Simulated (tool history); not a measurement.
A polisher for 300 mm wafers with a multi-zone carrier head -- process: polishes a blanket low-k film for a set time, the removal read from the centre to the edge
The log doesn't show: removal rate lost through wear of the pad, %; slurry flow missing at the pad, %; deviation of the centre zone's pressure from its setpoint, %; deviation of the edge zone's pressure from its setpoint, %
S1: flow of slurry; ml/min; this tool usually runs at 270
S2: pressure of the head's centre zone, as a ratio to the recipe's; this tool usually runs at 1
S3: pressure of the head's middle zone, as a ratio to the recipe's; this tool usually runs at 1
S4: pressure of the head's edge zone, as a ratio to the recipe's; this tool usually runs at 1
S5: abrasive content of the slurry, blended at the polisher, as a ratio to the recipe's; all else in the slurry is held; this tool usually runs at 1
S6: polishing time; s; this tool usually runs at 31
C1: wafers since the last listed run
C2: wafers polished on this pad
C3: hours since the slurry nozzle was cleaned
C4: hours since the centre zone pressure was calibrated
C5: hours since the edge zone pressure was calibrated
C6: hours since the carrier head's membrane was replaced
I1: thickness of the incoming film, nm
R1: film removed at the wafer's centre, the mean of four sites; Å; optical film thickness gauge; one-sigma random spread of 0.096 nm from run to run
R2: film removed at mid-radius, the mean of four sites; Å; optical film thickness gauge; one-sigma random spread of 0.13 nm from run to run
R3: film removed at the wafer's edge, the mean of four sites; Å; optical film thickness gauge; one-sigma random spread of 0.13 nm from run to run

{"run": 1, "hour": 0.0, "S1": 270, "S2": 1, "S3": 1.04, "S4": 1, "S5": 1, "S6": 31, "C1": 0, "C2": 3498, "C3": 310.7, "C4": 535.7, "C5": 42.2, "C6": 805.1, "I1": 633.7, "R1": 106, "R2": 109, "R3": 110}
{"hour": 46.5, "done": "centre zone pressure recalibrated"}
{"run": 2, "hour": 47.2, "S1": 270, "S2": 1, "S3": 0.96, "S4": 1.07, "S5": 1, "S6": 31, "C1": 472, "C2": 3970, "C3": 357.9, "C4": 0.7, "C5": 89.4, "C6": 852.3, "I1": 629.7, "R1": 106, "R2": 103, "R3": 113}
{"hour": 88.5, "done": "slurry nozzle cleaned, repeated, since the last time left the tool worse"}
{"hour": 142.9, "done": "worn pad replaced by a new one"}
{"run": 3, "hour": 144.3, "S1": 270, "S2": 1, "S3": 1, "S4": 1, "S5": 1, "S6": 31, "C1": 961, "C2": 14, "C3": 55.8, "C4": 97.8, "C5": 186.5, "C6": 949.4, "I1": 628.5, "R1": 111, "R2": 113, "R3": 113}
{"run": 4, "hour": 191.6, "S1": 270, "S2": 1, "S3": 1, "S4": 1, "S5": 1, "S6": 31, "C1": 493, "C2": 508, "C3": 103.1, "C4": 145.1, "C5": 233.8, "C6": 996.7, "I1": 640.3, "R1": 114, "R2": 110, "R3": 111}
{"hour": 223.2, "done": "carrier head's membrane replaced by a new one"}
{"run": 5, "hour": 266.0, "S1": 270, "S2": 1.08, "S3": 1.05, "S4": 1.09, "S5": 0.8, "S6": 31, "C1": 724, "C2": 1233, "C3": 177.5, "C4": 219.5, "C5": 308.2, "C6": 42.8, "I1": 629.8, "R1": 109, "R2": 109, "R3": 111}
{"run": 6, "hour": 327.9, "S1": 270, "S2": 1.08, "S3": 1.05, "S4": 1.09, "S5": 0.8, "S6": 31, "C1": 646, "C2": 1880, "C3": 239.4, "C4": 281.4, "C5": 370.1, "C6": 104.7, "I1": 634.1, "R1": 111, "R2": 106, "R3": 109}
{"run": 7, "hour": 387.3, "S1": 270, "S2": 1, "S3": 1, "S4": 1, "S5": 1, "S6": 31, "C1": 620, "C2": 2500, "C3": 298.8, "C4": 340.8, "C5": 429.5, "C6": 164.1, "I1": 629.6, "R1": 113, "R2": 109, "R3": 111}
{"run": 8, "hour": 481.2, "S1": 270, "S2": 1, "S3": 1, "S4": 1, "S5": 1, "S6": 31, "C1": 980, "C2": 3480, "C3": 392.7, "C4": 434.7, "C5": 523.4, "C6": 258, "I1": 640.2, "R1": 112, "R2": 110, "R3": 113}
{"run": 9, "hour": 556.1, "S1": 270, "S2": 1, "S3": 1.03, "S4": 1, "S5": 1.25, "S6": 31, "C1": 782, "C2": 4263, "C3": 467.6, "C4": 509.6, "C5": 598.3, "C6": 332.9, "I1": 629.9, "R1": 118, "R2": 119, "R3": 119}
{"hour": 568.4, "done": "worn pad replaced by a new one"}
{"hour": 596.8, "done": "slurry nozzle cleaned"}
{"run": 10, "hour": 618.8, "S1": 270, "S2": 0.94, "S3": 1, "S4": 1, "S5": 1.2, "S6": 31, "C1": 602, "C2": 516, "C3": 22, "C4": 572.3, "C5": 661, "C6": 395.6, "I1": 624.4, "R1": 114, "R2": 117, "R3": 120}
{"hour": 660.2, "done": "centre zone pressure recalibrated"}
{"run": 11, "hour": 689.7, "S1": 270, "S2": 1, "S3": 1, "S4": 1, "S5": 1, "S6": 31, "C1": 719, "C2": 1235, "C3": 92.9, "C4": 29.5, "C5": 731.9, "C6": 466.5, "I1": 627, "R1": 111, "R2": 110, "R3": 113}
{"run": 12, "hour": 769.1, "S1": 360, "S2": 1, "S3": 1, "S4": 1, "S5": 0.75, "S6": 31, "C1": 829, "C2": 2064, "C3": 172.3, "C4": 108.9, "C5": 811.3, "C6": 545.9, "I1": 636.4, "R1": 106, "R2": 105, "R3": 106}
{"run": 13, "hour": 843.7, "S1": 235, "S2": 1, "S3": 1.07, "S4": 1.05, "S5": 1, "S6": 31, "C1": 779, "C2": 2843, "C3": 246.9, "C4": 183.5, "C5": 885.9, "C6": 620.5, "I1": 633.7, "R1": 111, "R2": 114, "R3": 114}
{"hour": 855.6, "done": "edge zone pressure recalibrated"}
{"run": 14, "hour": 924.8, "S1": 345, "S2": 1, "S3": 0.88, "S4": 1, "S5": 1.25, "S6": 31, "C1": 826, "C2": 3669, "C3": 328, "C4": 264.6, "C5": 69.2, "C6": 701.6, "I1": 624.8, "R1": 122, "R2": 107, "R3": 122}
{"hour": 995.0, "done": "slurry nozzle cleaned"}
{"run": 15, "hour": 999.1, "S1": 270, "S2": 1.05, "S3": 0.9, "S4": 0.91, "S5": 0.8, "S6": 31, "C1": 765, "C2": 4435, "C3": 4.1, "C4": 338.9, "C5": 143.5, "C6": 775.9, "I1": 627.6, "R1": 108, "R2": 98, "R3": 104}
{"hour": 1054.5, "done": "worn pad replaced by a new one"}
{"run": 16, "hour": 1101.9, "S1": 300, "S2": 1, "S3": 1, "S4": 1.05, "S5": 1, "S6": 31, "C1": 1031, "C2": 494, "C3": 106.9, "C4": 441.7, "C5": 246.3, "C6": 878.7, "I1": 636.7, "R1": 113, "R2": 113, "R3": 117}
{"run": 17, "hour": 1155.5, "S1": 200, "S2": 1.05, "S3": 1, "S4": 1.03, "S5": 1, "S6": 31, "C1": 559, "C2": 1054, "C3": 160.5, "C4": 495.3, "C5": 299.9, "C6": 932.3, "I1": 620.5, "R1": 111, "R2": 110, "R3": 112}
{"run": 18, "hour": 1191.8, "S1": 270, "S2": 1, "S3": 1, "S4": 1, "S5": 1, "S6": 31, "C1": 379, "C2": 1433, "C3": 196.8, "C4": 531.6, "C5": 336.2, "C6": 968.6, "I1": 622.1, "R1": 112, "R2": 114, "R3": 111}
{"run": 19, "hour": 1254.0, "S1": 270, "S2": 1, "S3": 1.08, "S4": 1, "S5": 1, "S6": 38, "C1": 649, "C2": 2083, "C3": 259, "C4": 593.8, "C5": 398.4, "C6": 1030.8, "I1": 633.4, "R1": 136, "R2": 140, "R3": 136}
{"hour": 1295.9, "done": "carrier head's membrane replaced by a new one"}
{"hour": 1310.2, "done": "centre zone pressure recalibrated"}
{"run": 20, "hour": 1323.2, "S1": 205, "S2": 1, "S3": 1, "S4": 0.89, "S5": 0.85, "S6": 20, "C1": 649, "C2": 2732, "C3": 328.2, "C4": 13, "C5": 467.6, "C6": 27.3, "I1": 629.5, "R1": 66, "R2": 68, "R3": 63}
{"run": 21, "hour": 1373.2, "S1": 270, "S2": 1, "S3": 1, "S4": 1, "S5": 1, "S6": 23, "C1": 522, "C2": 3254, "C3": 378.2, "C4": 63, "C5": 517.6, "C6": 77.3, "I1": 621.3, "R1": 83, "R2": 82, "R3": 84}

Branching from run 21: 4 alternative next runs. What would each branch give?
{"run": "A", "hour": 1373.6, "S1": 270, "S2": 1.03, "S3": 1, "S4": 1, "S5": 1, "S6": 31, "C1": 4, "C2": 3259, "C3": 378.6, "C4": 63.4, "C5": 518, "C6": 77.7, "I1": 639.2, "R1": "?", "R2": "?", "R3": "?"}
{"run": "B", "hour": 1373.6, "S1": 185, "S2": 1, "S3": 1, "S4": 1.11, "S5": 1, "S6": 26, "C1": 4, "C2": 3259, "C3": 378.6, "C4": 63.4, "C5": 518, "C6": 77.7, "I1": 639.2, "R1": "?", "R2": "?", "R3": "?"}
{"run": "C", "hour": 1373.6, "S1": 270, "S2": 1.06, "S3": 1, "S4": 1, "S5": 1.2, "S6": 31, "C1": 4, "C2": 3259, "C3": 378.6, "C4": 63.4, "C5": 518, "C6": 77.7, "I1": 639.2, "R1": "?", "R2": "?", "R3": "?"}
{"run": "D", "hour": 1373.6, "S1": 340, "S2": 0.95, "S3": 1, "S4": 1.08, "S5": 1, "S6": 23, "C1": 4, "C2": 3259, "C3": 378.6, "C4": 63.4, "C5": 518, "C6": 77.7, "I1": 639.2, "R1": "?", "R2": "?", "R3": "?"}

run=A R1=112 R2=111 R3=109
run=B R1=89 R2=90 R3=94
run=C R1=120 R2=117 R3=115
run=D R1=81 R2=84 R3=86
The same runs, with their run-to-run variation unchanged, on a tool lacking any hidden condition would have given:
run=A R1=113 R2=113 R3=111
run=B R1=91 R2=92 R3=96
run=C R1=121 R2=119 R3=116
run=D R1=82 R2=85 R3=86
